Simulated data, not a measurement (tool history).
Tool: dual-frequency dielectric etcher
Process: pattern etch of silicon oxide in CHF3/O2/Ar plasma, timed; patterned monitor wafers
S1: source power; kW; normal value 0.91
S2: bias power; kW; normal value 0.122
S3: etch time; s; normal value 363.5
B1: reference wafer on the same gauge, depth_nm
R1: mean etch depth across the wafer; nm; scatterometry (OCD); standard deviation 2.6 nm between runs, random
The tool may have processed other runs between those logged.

Run 1, day 0: usual settings; B1 799. Result: R1 716.5 nm.
Run 2, day 2.562: usual settings; B1 799.8. Result: R1 716.7 nm.
At day 9.192: wet clean of the chamber.
Run 3, day 11.125: usual settings; B1 800.1. Result: R1 715.2 nm.
Run 4, day 12.371: usual settings; B1 799.8. Result: R1 711.1 nm.
Run 5, day 13.417: usual settings; B1 799.1. Result: R1 718.5 nm.
At day 14.267: gauge calibrated.
Run 6, day 16.012: usual settings but S3 283.5 s; B1 800.1. Result: R1 556.5 nm.
At day 17.321: source power generator calibrated.
Run 7, day 18.25: usual settings but S3 283.5 s; B1 799.9. Result: R1 562.5 nm.
Run 8, day 19.796: usual settings but S1 1.01 kW, S2 0.109 kW; B1 799.4. Result: R1 714.3 nm.
Run 9, day 21.062: usual settings but S1 1.01 kW, S2 0.109 kW; B1 799.7. Result: R1 718 nm.
Run 10, day 23.267: usual settings but S2 0.111 kW; B1 799.1. Result: R1 695.3 nm.
At day 24.925: wet clean of the chamber.
At day 31.483: upper electrode replaced.
Run 11, day 32.204: usual settings but S3 423.5 s; B1 799.8. Result: R1 842.1 nm.
Run 12, day 34.092: usual settings but S1 1 kW; B1 800.1. Result: R1 751.7 nm.
At day 35.121: bias power generator calibrated.
Run 13, day 36.162: usual settings; B1 799.7. Result: R1 742.6 nm.
Run 14, day 38.596: usual settings but S2 0.111 kW; B1 799.9. Result: R1 712.6 nm.
Run 15, day 39.617: usual settings but S2 0.146 kW, S3 399.5 s; B1 800.9. Result: R1 885.2 nm.
At day 40.442: gauge calibrated.
At day 42.212: wet clean of the chamber.
Run 16, day 42.233: usual settings but S1 1.01 kW, S2 0.111 kW, S3 451.5 s; B1 799.7. Result: R1 911 nm.
Run 17, day 43.112: usual settings but S1 1.05 kW, S3 299 s; B1 799.8. Result: R1 635.4 nm.
Run 18, day 44.712: usual settings but S1 0.85 kW, S3 456.5 s; B1 799.9. Result: R1 892.7 nm.
Run 19, day 45.958: usual settings but S1 0.79 kW, S2 0.151 kW, S3 313.5 s; B1 799.3. Result: R1 654.2 nm.
Run 20, day 48.858: usual settings but S1 0.79 kW, S2 0.151 kW, S3 313.5 s; B1 798.7. Result: R1 648.3 nm.
Run 21, day 51.138: usual settings but S1 0.99 kW, S2 0.137 kW, S3 398 s; B1 799.8. Result: R1 876.4 nm.
Run 22, day 52.429: usual settings but S1 0.74 kW, S2 0.14 kW, S3 333.5 s; B1 800.5. Result: R1 653 nm.
Run 23, day 54.1: usual settings but S1 1.05 kW, S2 0.138 kW; B1 799.8. Result: R1 816.5 nm.

Forecast each of these 3 alternatives for the next run:
Run A, day 54.121: usual settings; B1 ?. Result: R1 ?.
Run B, day 54.121: usual settings but S1 0.82 kW, S3 288.5 s; B1 ?. Result: R1 ?.
Run C, day 54.121: usual settings but S2 0.105 kW, S3 310.5 s; B1 ?. Result: R1 ?.

run     B1     R1
  A  800.6  726.8
  B  800.6    552
  C  800.6  580.6
With the hidden condition removed and each run's random variation left untouched, the same runs would have given:
run     R1
  A  723.6
  B  549.7
  C  577.7

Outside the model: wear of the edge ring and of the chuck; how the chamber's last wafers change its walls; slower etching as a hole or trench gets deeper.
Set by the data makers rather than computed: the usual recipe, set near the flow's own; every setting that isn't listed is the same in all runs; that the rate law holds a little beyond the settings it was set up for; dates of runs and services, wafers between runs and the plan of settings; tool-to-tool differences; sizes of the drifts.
